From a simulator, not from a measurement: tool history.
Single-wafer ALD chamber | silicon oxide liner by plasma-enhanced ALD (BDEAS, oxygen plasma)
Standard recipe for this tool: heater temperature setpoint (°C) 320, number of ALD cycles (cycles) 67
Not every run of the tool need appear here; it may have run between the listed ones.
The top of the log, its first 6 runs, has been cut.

run,hour,heater temperature setpoint (°C),number of ALD cycles (cycles),wafers since the last listed run,hours since the last thermocouple change,hours since the gauge calibration,"read-back reference wafer on the same gauge, thickness_nm",mean film thickness on the monitor wafer (Å)
7,209.8,320,67,125,1520.5,425.6,6.356,60.3
8,226.6,320,67,99,1537.3,442.4,6.356,59.92
# hour 272: gauge calibrated
9,292.4,320,67,390,1603.1,20.4,6.359,60.15
10,304.8,320,67,73,1615.5,32.8,6.359,59.97
11,324.9,320,67,119,1635.6,52.9,6.355,59.76
12,342.1,320,67,101,1652.8,70.1,6.369,59.72
13,358.7,311,70,98,1669.4,86.7,6.362,63.51
14,375.1,320,67,97,1685.8,103.1,6.361,59.83
15,409.1,320,67,201,1719.8,137.1,6.362,60.11
# hour 428.2: thermocouple changed; heater temperature recalibrated
16,428.7,320,67,68,0.5,156.7,6.36,60.04
17,457.3,324,67,169,29.1,185.3,6.363,59.44
18,470.9,320,67,80,42.7,198.9,6.357,59.8
19,542.1,320,67,422,113.9,270.1,6.365,60.34
20,573.9,324,71,188,145.7,301.9,6.361,63.29
21,606.6,320,72,193,178.4,334.6,6.358,64.42

Run 22 is up next; what results do you expect?
22,623.7,334,55,101,195.5,351.7,?,?

{"run 22": {"read-back reference wafer on the same gauge, thickness_nm": 6.355, "mean film thickness on the monitor wafer (Å)": 48.1}}
Take away the tool's hidden state, keep the run-to-run variation as it was, and the same run would have given mean film thickness on the monitor wafer (Å) 48.1.

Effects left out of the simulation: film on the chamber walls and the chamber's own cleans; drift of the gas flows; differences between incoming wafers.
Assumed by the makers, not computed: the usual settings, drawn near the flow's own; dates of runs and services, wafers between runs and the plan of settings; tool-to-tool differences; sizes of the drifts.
